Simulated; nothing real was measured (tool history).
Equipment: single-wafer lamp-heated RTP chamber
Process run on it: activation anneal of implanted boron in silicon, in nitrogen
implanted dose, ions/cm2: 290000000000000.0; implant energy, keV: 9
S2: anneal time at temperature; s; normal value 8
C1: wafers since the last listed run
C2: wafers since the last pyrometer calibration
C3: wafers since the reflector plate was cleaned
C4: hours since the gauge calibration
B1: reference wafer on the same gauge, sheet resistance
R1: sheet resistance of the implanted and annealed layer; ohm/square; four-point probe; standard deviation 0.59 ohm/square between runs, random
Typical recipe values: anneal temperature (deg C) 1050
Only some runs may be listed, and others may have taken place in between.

run 1 hour=0.0 | anneal_temperature_(deg_C)=1050 S2=8 | C1=0 C2=3054 C3=2550 C4=211.0 | B1=417.28 | R1=387.82
run 2 hour=88.4 | anneal_temperature_(deg_C)=1050 S2=8 | C1=941 C2=3996 C3=3492 C4=299.4 | B1=416.21 | R1=387.07
run 3 hour=159.6 | anneal_temperature_(deg_C)=1050 S2=8 | C1=758 C2=4755 C3=4251 C4=370.6 | B1=416.02 | R1=386.11
run 4 hour=230.5 | anneal_temperature_(deg_C)=1050 S2=4 | C1=755 C2=5510 C3=5006 C4=441.5 | B1=415.14 | R1=387.69
run 5 hour=328.7 | anneal_temperature_(deg_C)=1050 S2=4 | C1=1046 C2=6557 C3=6053 C4=539.7 | B1=414.49 | R1=388.43
run 6 hour=393.4 | anneal_temperature_(deg_C)=1050 S2=4 | C1=689 C2=7246 C3=6742 C4=604.4 | B1=413.23 | R1=386.28
-- hour=446.3 reflector plate cleaned
-- hour=446.9 gauge calibrated
run 7 hour=474.4 | anneal_temperature_(deg_C)=1050 S2=8 | C1=777 C2=8024 C3=299 C4=27.5 | B1=418.23 | R1=390.26
-- hour=512.3 pyrometer window cleaned and pyrometer calibrated
run 8 hour=514.9 | anneal_temperature_(deg_C)=1022 S2=6 | C1=346 C2=27 C3=646 C4=68.0 | B1=417.75 | R1=392.80
run 9 hour=598.7 | anneal_temperature_(deg_C)=1050 S2=8 | C1=892 C2=920 C3=1538 C4=151.8 | B1=417.12 | R1=388.29
run 10 hour=691.8 | anneal_temperature_(deg_C)=1034 S2=9 | C1=992 C2=1912 C3=2530 C4=244.9 | B1=416.27 | R1=388.74
run 11 hour=785.4 | anneal_temperature_(deg_C)=1073 S2=8 | C1=997 C2=2909 C3=3528 C4=338.5 | B1=415.25 | R1=386.38
run 12 hour=836.7 | anneal_temperature_(deg_C)=1078 S2=6 | C1=546 C2=3456 C3=4074 C4=389.8 | B1=415.16 | R1=386.28
run 13 hour=909.4 | anneal_temperature_(deg_C)=1050 S2=8 | C1=774 C2=4230 C3=4849 C4=462.5 | B1=413.97 | R1=387.14
-- hour=1067.6 reflector plate cleaned
run 14 hour=1087.6 | anneal_temperature_(deg_C)=1076 S2=5 | C1=1813 C2=6044 C3=212 C4=640.7 | B1=412.37 | R1=384.45

What if the next run were any one of these 3? Each begins from the tool's condition after run 14:
run A hour=1088.0 | anneal_temperature_(deg_C)=1050 S2=6 | C1=4 C2=6048 C3=217 C4=641.1 | B1=? | R1=?
run B hour=1088.0 | anneal_temperature_(deg_C)=1026 S2=10 | C1=4 C2=6048 C3=217 C4=641.1 | B1=? | R1=?
run C hour=1088.0 | anneal_temperature_(deg_C)=1028 S2=9 | C1=4 C2=6048 C3=217 C4=641.1 | B1=? | R1=?

run=A B1=412.11 R1=385.15
run=B B1=412.11 R1=385.34
run=C B1=412.11 R1=385.45
Had the tool no hidden state, the same runs would have come out as:
run=A R1=391.41
run=B R1=391.60
run=C R1=391.72
